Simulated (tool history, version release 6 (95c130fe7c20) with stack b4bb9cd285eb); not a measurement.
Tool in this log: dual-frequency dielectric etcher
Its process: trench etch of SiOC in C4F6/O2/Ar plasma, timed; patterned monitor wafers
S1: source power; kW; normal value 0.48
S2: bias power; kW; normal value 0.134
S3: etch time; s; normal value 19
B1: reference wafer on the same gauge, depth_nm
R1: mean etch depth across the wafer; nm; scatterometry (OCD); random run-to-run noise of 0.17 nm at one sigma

run 1 hour=0 | S1=0.48 S2=0.134 S3=19 | B1=44.5 | R1=42.82
run 2 hour=16.2 | S1=0.48 S2=0.134 S3=19 | B1=44.45 | R1=42.5
run 3 hour=29.7 | S1=0.48 S2=0.134 S3=19 | B1=44.51 | R1=42.54
run 4 hour=42.1 | S1=0.48 S2=0.134 S3=19 | B1=44.5 | R1=42.88
run 5 hour=48.2 | S1=0.48 S2=0.134 S3=19 | B1=44.47 | R1=42.59
-- hour=62.8 gauge calibrated
run 6 hour=71.2 | S1=0.48 S2=0.134 S3=19 | B1=44.45 | R1=42.98
run 7 hour=78.6 | S1=0.48 S2=0.134 S3=20.5 | B1=44.48 | R1=46.4
run 8 hour=94.4 | S1=0.39 S2=0.167 S3=22.5 | B1=44.44 | R1=48.55
run 9 hour=107.9 | S1=0.44 S2=0.105 S3=16 | B1=44.57 | R1=32.86
run 10 hour=122.6 | S1=0.4 S2=0.123 S3=19 | B1=44.41 | R1=38.76
run 11 hour=137.7 | S1=0.48 S2=0.108 S3=19 | B1=44.39 | R1=41.16
-- hour=167.1 wet clean of the chamber
run 12 hour=167.6 | S1=0.48 S2=0.134 S3=14.5 | B1=44.42 | R1=31.41
run 13 hour=168 | S1=0.48 S2=0.134 S3=19 | B1=44.49 | R1=41.02
run 14 hour=176.8 | S1=0.55 S2=0.144 S3=19 | B1=44.49 | R1=44.65
run 15 hour=190.5 | S1=0.48 S2=0.117 S3=21.5 | B1=44.46 | R1=45.45
run 16 hour=206.6 | S1=0.38 S2=0.134 S3=20.5 | B1=44.48 | R1=39.94
-- hour=213.3 bias power generator calibrated
run 17 hour=219.2 | S1=0.48 S2=0.116 S3=19 | B1=44.47 | R1=40.28
-- hour=256.5 upper electrode replaced
run 18 hour=265.7 | S1=0.48 S2=0.134 S3=19 | B1=44.45 | R1=41.57
run 19 hour=277.8 | S1=0.53 S2=0.123 S3=14.5 | B1=44.53 | R1=32.41
run 20 hour=293.9 | S1=0.48 S2=0.134 S3=19 | B1=44.48 | R1=41.55
run 21 hour=302.3 | S1=0.44 S2=0.134 S3=22.5 | B1=44.49 | R1=47.41
run 22 hour=311.1 | S1=0.36 S2=0.134 S3=19 | B1=44.48 | R1=36.46
run 23 hour=319.3 | S1=0.48 S2=0.134 S3=15 | B1=44.51 | R1=32.51
run 24 hour=330.1 | S1=0.48 S2=0.12 S3=19 | B1=44.48 | R1=40.77
run 25 hour=338.7 | S1=0.48 S2=0.134 S3=23 | B1=44.5 | R1=50.5
run 26 hour=348.8 | S1=0.55 S2=0.108 S3=23 | B1=44.47 | R1=51.05
run 27 hour=362.6 | S1=0.56 S2=0.158 S3=19 | B1=44.45 | R1=46.5
run 28 hour=372.5 | S1=0.48 S2=0.143 S3=19 | B1=44.62 | R1=42.28
run 29 hour=384.6 | S1=0.53 S2=0.111 S3=19 | B1=44.5 | R1=42.1
run 30 hour=417.8 | S1=0.48 S2=0.134 S3=19 | B1=44.46 | R1=41.79
-- hour=422.3 gauge calibrated
run 31 hour=424.6 | S1=0.48 S2=0.134 S3=19 | B1=44.44 | R1=41.77

Predict each of these 3 candidate next runs independently; none follows another, all start after run 31:
run A hour=425 | S1=0.59 S2=0.134 S3=19 | B1=? | R1=?
run B hour=425 | S1=0.48 S2=0.163 S3=19 | B1=? | R1=?
run C hour=425 | S1=0.55 S2=0.151 S3=23 | B1=? | R1=?

run=A B1=44.47 R1=46.07
run=B B1=44.47 R1=44.03
run=C B1=44.47 R1=55.57
Had the tool no hidden state, the same runs would have come out as:
run=A R1=45.33
run=B R1=43.32
run=C R1=54.68
